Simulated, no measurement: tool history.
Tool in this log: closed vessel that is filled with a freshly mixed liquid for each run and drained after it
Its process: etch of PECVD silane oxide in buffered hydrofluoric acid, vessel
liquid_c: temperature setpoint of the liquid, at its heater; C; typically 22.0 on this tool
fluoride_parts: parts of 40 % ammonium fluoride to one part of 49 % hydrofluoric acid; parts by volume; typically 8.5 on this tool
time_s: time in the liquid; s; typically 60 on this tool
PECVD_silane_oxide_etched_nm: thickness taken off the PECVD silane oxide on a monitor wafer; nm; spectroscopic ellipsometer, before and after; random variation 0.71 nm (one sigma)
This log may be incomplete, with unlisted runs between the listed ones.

| run | day | liquid_c | fluoride_parts | time_s | wafers since the last listed run | hours since the thermometer was replaced | hours since the hydrofluoric acid flow meter was replaced | hours since the gauge calibration | read-back film thickness of the PECVD silane oxide reference wafer, read on the same gauge (nm) | PECVD_silane_oxide_etched_nm |
|---|---|---|---|---|---|---|---|---|---|---|
| 1 | 0.000 | 22.0 | 8.5 | 40 | 0 | 1341.3 | 120.4 | 777.5 | 149.99 | 58.66 |
| 2 | 2.504 | 22.0 | 8.5 | 40 | 6252 | 1401.4 | 180.5 | 837.6 | 150.01 | 58.34 |
|  | 5.096 | thermometer replaced |
| 3 | 6.821 | 22.0 | 9.5 | 60 | 10674 | 41.4 | 284.1 | 941.2 | 149.99 | 79.17 |
| 4 | 10.008 | 22.0 | 9.5 | 60 | 7959 | 117.9 | 360.6 | 1017.7 | 149.97 | 79.40 |
| 5 | 12.821 | 22.0 | 8.5 | 60 | 7022 | 185.4 | 428.1 | 1085.2 | 149.98 | 83.23 |
| 6 | 16.667 | 22.0 | 8.5 | 60 | 9602 | 277.7 | 520.4 | 1177.5 | 150.01 | 84.41 |
| 7 | 19.204 | 22.0 | 8.5 | 60 | 6336 | 338.6 | 581.3 | 1238.4 | 150.00 | 83.76 |
| 8 | 23.321 | 22.0 | 8.5 | 60 | 10279 | 437.4 | 680.1 | 1337.2 | 150.02 | 82.92 |
| 9 | 26.242 | 22.0 | 8.5 | 80 | 7293 | 507.5 | 750.2 | 1407.3 | 149.98 | 108.76 |
| 10 | 28.854 | 22.0 | 6.0 | 60 | 6523 | 570.2 | 812.9 | 1470.0 | 150.01 | 114.81 |
| 11 | 31.367 | 22.0 | 6.0 | 60 | 6273 | 630.5 | 873.2 | 1530.3 | 150.00 | 114.35 |
|  | 32.267 | gauge calibrated |
| 12 | 34.796 | 22.0 | 6.0 | 60 | 8562 | 712.8 | 955.5 | 60.7 | 149.97 | 112.95 |
|  | 36.196 | hydrofluoric acid flow meter replaced |
| 13 | 36.362 | 22.0 | 8.5 | 60 | 3807 | 750.4 | 4.0 | 98.3 | 149.98 | 89.95 |
| 14 | 38.842 | 22.0 | 8.5 | 60 | 6190 | 809.9 | 63.5 | 157.8 | 149.98 | 89.97 |
| 15 | 41.300 | 22.0 | 8.5 | 90 | 6138 | 868.9 | 122.5 | 216.8 | 150.01 | 134.51 |
| 16 | 42.879 | 22.0 | 8.5 | 45 | 3943 | 906.8 | 160.4 | 254.7 | 149.98 | 65.80 |
| 17 | 44.608 | 22.0 | 10.5 | 30 | 4317 | 948.3 | 201.9 | 296.2 | 150.00 | 36.64 |
| 18 | 46.912 | 22.0 | 9.5 | 60 | 5753 | 1003.6 | 257.2 | 351.5 | 149.99 | 80.23 |
| 19 | 50.621 | 17.5 | 7.5 | 35 | 9259 | 1092.6 | 346.2 | 440.5 | 150.00 | 44.70 |
| 20 | 54.617 | 22.0 | 8.5 | 45 | 9977 | 1188.5 | 442.1 | 536.4 | 150.02 | 63.50 |
| 21 | 58.067 | 22.0 | 8.5 | 60 | 8614 | 1271.3 | 524.9 | 619.2 | 150.01 | 85.38 |
|  | 59.354 | thermometer replaced |
| 22 | 61.300 | 23.5 | 5.5 | 60 | 7969 | 46.7 | 602.5 | 696.8 | 150.01 | 138.48 |
| 23 | 63.942 | 27.0 | 10.0 | 60 | 6596 | 110.1 | 665.9 | 760.2 | 149.98 | 95.26 |
| 24 | 66.900 | 18.5 | 8.5 | 60 | 7386 | 181.1 | 736.9 | 831.2 | 150.00 | 68.75 |
| 25 | 69.908 | 22.0 | 9.5 | 60 | 7511 | 253.3 | 809.1 | 903.4 | 149.97 | 75.05 |
| 26 | 72.762 | 20.0 | 8.5 | 60 | 7126 | 321.8 | 877.6 | 971.9 | 150.01 | 71.86 |
| 27 | 74.596 | 25.0 | 9.5 | 60 | 4577 | 365.8 | 921.6 | 1015.9 | 150.02 | 88.33 |
| 28 | 76.971 | 26.5 | 10.5 | 30 | 5930 | 422.8 | 978.6 | 1072.9 | 149.99 | 42.58 |
|  | 77.962 | hydrofluoric acid flow meter replaced |
| 29 | 81.204 | 22.0 | 8.5 | 60 | 10466 | 524.4 | 77.8 | 1174.5 | 149.99 | 87.91 |

Difference, measured minus no-hidden-state, one row per run. Run-to-run variation is common to both terms; the gauge's own scatter need not be:
Hidden state present: liquid hotter than its thermometer reads (K); hydrofluoric acid flow below the setpoint (%); gauge reads high (%).
| run | PECVD_silane_oxide_etched_nm |
|---|---|
| 1 | -1.64 |
| 2 | -2.16 |
| 3 | -2.41 |
| 4 | -3.15 |
| 5 | -5.90 |
| 6 | -6.72 |
| 7 | -7.16 |
| 8 | -7.90 |
| 9 | -11.12 |
| 10 | -12.86 |
| 11 | -13.80 |
| 12 | -15.00 |
| 13 | -0.65 |
| 14 | -1.43 |
| 15 | -3.31 |
| 16 | -1.99 |
| 17 | -1.20 |
| 18 | -2.07 |
| 19 | -2.62 |
| 20 | -4.44 |
| 21 | -6.63 |
| 22 | -10.76 |
| 23 | -9.48 |
| 24 | -6.77 |
| 25 | -7.69 |
| 26 | -8.10 |
| 27 | -10.63 |
| 28 | -6.38 |
| 29 | -2.33 |
